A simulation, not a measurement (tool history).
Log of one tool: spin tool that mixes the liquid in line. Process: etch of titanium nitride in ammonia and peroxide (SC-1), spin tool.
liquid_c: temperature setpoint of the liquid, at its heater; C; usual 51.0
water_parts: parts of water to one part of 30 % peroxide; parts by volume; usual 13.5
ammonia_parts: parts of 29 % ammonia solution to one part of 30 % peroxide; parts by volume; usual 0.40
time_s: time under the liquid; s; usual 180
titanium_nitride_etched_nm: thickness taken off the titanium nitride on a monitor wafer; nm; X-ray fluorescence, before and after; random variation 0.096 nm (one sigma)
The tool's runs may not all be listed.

run	hour	liquid_c	water_parts	ammonia_parts	time_s	wafers since the last listed run	hours since the thermometer was replaced	hours since the ammonia flow meter was replaced	hours since the heated supply line was repaired	hours since the drum of ammonia solution was connected	hours since the gauge calibration	read-back film thickness of the titanium nitride reference wafer, read on the same gauge (nm)	titanium_nitride_etched_nm
1	0.0	51.0	7.0	0.55	180	0	442.9	119.2	3011.1	36.9	517.2	130.01	12.13
2	6.3	51.0	13.5	0.40	180	64	449.2	125.5	3017.4	43.2	523.5	130.03	8.10
3	12.9	51.0	19.5	0.25	145	67	455.8	132.1	3024.0	49.8	530.1	130.00	4.94
4	27.5	45.5	20.0	0.40	230	149	470.4	146.7	3038.6	64.4	544.7	130.00	5.59
# hour 30.4: gauge calibrated
5	44.6	58.5	13.5	0.40	180	174	487.5	163.8	3055.7	81.5	14.2	130.01	13.72
6	58.3	55.5	13.5	0.50	180	139	501.2	177.5	3069.4	95.2	27.9	129.98	11.64
7	72.4	46.5	13.5	0.25	265	144	515.3	191.6	3083.5	109.3	42.0	129.99	7.89
8	89.9	51.0	13.5	0.40	210	178	532.8	209.1	3101.0	126.8	59.5	129.99	9.30
9	100.5	51.0	13.5	0.40	180	108	543.4	219.7	3111.6	137.4	70.1	129.99	8.03
10	116.7	44.0	20.5	0.35	275	165	559.6	235.9	3127.8	153.6	86.3	130.01	5.63
# hour 120.7: heated supply line repaired
11	127.9	58.5	13.5	0.40	180	104	570.8	247.1	7.2	164.8	97.5	129.98	18.75
# hour 139.5: thermometer replaced
12	158.9	51.0	13.5	0.40	180	306	19.4	278.1	38.2	195.8	128.5	130.01	11.86
13	174.6	51.0	13.5	0.40	180	160	35.1	293.8	53.9	211.5	144.2	130.01	11.60
14	183.3	58.0	13.5	0.40	180	88	43.8	302.5	62.6	220.2	152.9	129.99	18.75
15	196.0	54.0	8.0	0.20	240	129	56.5	315.2	75.3	232.9	165.6	130.03	22.44
16	213.1	44.5	13.5	0.40	285	174	73.6	332.3	92.4	250.0	182.7	129.99	11.79
17	230.1	43.0	13.5	0.60	210	173	90.6	349.3	109.4	267.0	199.7	130.00	8.16
18	247.6	47.0	13.5	0.40	80	178	108.1	366.8	126.9	284.5	217.2	130.02	3.89
19	254.1	44.0	9.5	0.30	85	66	114.6	373.3	133.4	291.0	223.7	129.99	3.80
20	261.9	51.0	13.5	0.40	180	79	122.4	381.1	141.2	298.8	231.5	130.02	11.44
21	268.3	51.0	7.5	0.20	115	65	128.8	387.5	147.6	305.2	237.9	130.01	8.89
22	282.4	55.5	13.5	0.50	265	144	142.9	401.6	161.7	319.3	252.0	129.98	24.30
23	292.1	51.0	13.5	0.30	180	99	152.6	411.3	171.4	329.0	261.7	129.99	10.67

5 ways to go on from here, each from the tool as it stands after run 23. What would each give?
A	292.6	51.0	20.5	0.40	180	5	153.1	411.8	171.9	329.5	262.2	?	?
B	292.6	48.0	13.5	0.40	180	5	153.1	411.8	171.9	329.5	262.2	?	?
C	292.6	60.0	8.0	0.40	180	5	153.1	411.8	171.9	329.5	262.2	?	?
D	292.6	51.0	15.5	0.45	115	5	153.1	411.8	171.9	329.5	262.2	?	?
E	292.6	60.5	13.5	0.40	180	5	153.1	411.8	171.9	329.5	262.2	?	?

run	read-back film thickness of the titanium nitride reference wafer, read on the same gauge (nm)	titanium_nitride_etched_nm
A	130.02	9.15
B	130.02	9.33
C	130.02	27.98
D	130.02	6.98
E	130.02	21.94
Without the tool's hidden state the same runs would have given:
run	titanium_nitride_etched_nm
A	9.93
B	10.14
C	30.24
D	7.57
E	23.70
